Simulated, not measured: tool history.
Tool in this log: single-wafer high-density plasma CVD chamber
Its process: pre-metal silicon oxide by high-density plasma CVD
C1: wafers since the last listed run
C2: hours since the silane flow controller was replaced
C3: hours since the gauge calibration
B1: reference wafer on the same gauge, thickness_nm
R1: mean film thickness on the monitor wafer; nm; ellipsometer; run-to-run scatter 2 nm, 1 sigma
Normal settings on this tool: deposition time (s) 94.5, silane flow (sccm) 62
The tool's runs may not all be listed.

Run 1, hour 0.0: usual settings but deposition time (s) 109.1, silane flow (sccm) 66; C1 0; C2 1193.2; C3 313.0; B1 594.322. Result: R1 718.203 nm.
Run 2, hour 33.4: usual settings but silane flow (sccm) 53; C1 487; C2 1226.6; C3 346.4; B1 594.508. Result: R1 496.236 nm.
Run 3, hour 63.6: usual settings but silane flow (sccm) 53; C1 441; C2 1256.8; C3 376.6; B1 593.167. Result: R1 498.089 nm.
Run 4, hour 95.5: usual settings; C1 466; C2 1288.7; C3 408.5; B1 594.810. Result: R1 584.255 nm.
Run 5, hour 116.4: usual settings; C1 305; C2 1309.6; C3 429.4; B1 594.396. Result: R1 584.743 nm.
At hour 123.4: gauge calibrated.
Run 6, hour 132.2: usual settings; C1 230; C2 1325.4; C3 8.8; B1 594.600. Result: R1 582.251 nm.
Run 7, hour 145.4: usual settings; C1 192; C2 1338.6; C3 22.0; B1 593.844. Result: R1 579.788 nm.
Run 8, hour 158.0: usual settings; C1 184; C2 1351.2; C3 34.6; B1 593.308. Result: R1 577.506 nm.
Run 9, hour 185.9: usual settings; C1 407; C2 1379.1; C3 62.5; B1 593.723. Result: R1 582.118 nm.
Run 10, hour 209.8: usual settings; C1 349; C2 1403.0; C3 86.4; B1 594.913. Result: R1 582.980 nm.
Run 11, hour 232.8: usual settings; C1 336; C2 1426.0; C3 109.4; B1 594.032. Result: R1 582.667 nm.
Run 12, hour 267.0: usual settings; C1 499; C2 1460.2; C3 143.6; B1 593.992. Result: R1 579.392 nm.
Run 13, hour 289.0: usual settings but silane flow (sccm) 67; C1 321; C2 1482.2; C3 165.6; B1 594.781. Result: R1 628.929 nm.
Run 14, hour 316.0: usual settings but silane flow (sccm) 67; C1 394; C2 1509.2; C3 192.6; B1 594.104. Result: R1 624.397 nm.
Run 15, hour 338.8: usual settings but deposition time (s) 82.1, silane flow (sccm) 58; C1 333; C2 1532.0; C3 215.4; B1 594.610. Result: R1 473.598 nm.
Run 16, hour 365.5: usual settings but silane flow (sccm) 67; C1 390; C2 1558.7; C3 242.1; B1 593.559. Result: R1 628.839 nm.
Run 17, hour 384.0: usual settings but silane flow (sccm) 59; C1 270; C2 1577.2; C3 260.6; B1 594.932. Result: R1 552.883 nm.
Run 18, hour 417.3: usual settings but deposition time (s) 86.7, silane flow (sccm) 71; C1 486; C2 1610.5; C3 293.9; B1 593.541. Result: R1 608.971 nm.
Run 19, hour 440.3: usual settings but deposition time (s) 76.9, silane flow (sccm) 50; C1 336; C2 1633.5; C3 316.9; B1 594.691. Result: R1 380.647 nm.
Run 20, hour 467.4: usual settings; C1 395; C2 1660.6; C3 344.0; B1 593.476. Result: R1 578.131 nm.
Run 21, hour 494.8: usual settings but deposition time (s) 84.9, silane flow (sccm) 57; C1 400; C2 1688.0; C3 371.4; B1 594.307. Result: R1 480.914 nm.
Run 22, hour 507.3: usual settings; C1 182; C2 1700.5; C3 383.9; B1 593.518. Result: R1 580.658 nm.
At hour 509.4: gauge calibrated.
At hour 526.3: silane flow controller replaced.
Run 23, hour 532.2: usual settings but silane flow (sccm) 52; C1 246; C2 5.9; C3 22.8; B1 594.615. Result: R1 519.809 nm.
Run 24, hour 546.4: usual settings but silane flow (sccm) 71; C1 207; C2 20.1; C3 37.0; B1 593.724. Result: R1 709.625 nm.
Run 25, hour 561.4: usual settings but deposition time (s) 87.7; C1 219; C2 35.1; C3 52.0; B1 593.787. Result: R1 571.535 nm.
Run 26, hour 579.3: usual settings but deposition time (s) 99.4, silane flow (sccm) 53; C1 261; C2 53.0; C3 69.9; B1 594.245. Result: R1 554.730 nm.
Run 27, hour 594.9: usual settings but deposition time (s) 89.5, silane flow (sccm) 55; C1 227; C2 68.6; C3 85.5; B1 594.375. Result: R1 517.098 nm.
Run 28, hour 646.4: usual settings but deposition time (s) 101.0, silane flow (sccm) 56; C1 752; C2 120.1; C3 137.0; B1 593.669. Result: R1 593.009 nm.
Run 29, hour 672.4: usual settings but deposition time (s) 102.6; C1 379; C2 146.1; C3 163.0; B1 594.090. Result: R1 669.274 nm.

5 ways to go on from here, each from the tool as it stands after run 29. What would each give?
Run A, hour 672.8: usual settings but deposition time (s) 101.9; C1 5; C2 146.5; C3 163.4; B1 ?. Result: R1 ?.
Run B, hour 672.8: usual settings but silane flow (sccm) 57; C1 5; C2 146.5; C3 163.4; B1 ?. Result: R1 ?.
Run C, hour 672.8: usual settings but deposition time (s) 102.7, silane flow (sccm) 73; C1 5; C2 146.5; C3 163.4; B1 ?. Result: R1 ?.
Run D, hour 672.8: usual settings but deposition time (s) 106.1, silane flow (sccm) 54; C1 5; C2 146.5; C3 163.4; B1 ?. Result: R1 ?.
Run E, hour 672.8: usual settings but deposition time (s) 83.4, silane flow (sccm) 71; C1 5; C2 146.5; C3 163.4; B1 ?. Result: R1 ?.

run       B1       R1
  A  593.489  660.632
  B  593.489  563.249
  C  593.489  783.948
  D  593.489  599.105
  E  593.489  619.182
Without the tool's unlogged condition, the same runs would have read:
run       R1
  A  667.242
  B  568.885
  C  791.791
  D  605.099
  E  625.377

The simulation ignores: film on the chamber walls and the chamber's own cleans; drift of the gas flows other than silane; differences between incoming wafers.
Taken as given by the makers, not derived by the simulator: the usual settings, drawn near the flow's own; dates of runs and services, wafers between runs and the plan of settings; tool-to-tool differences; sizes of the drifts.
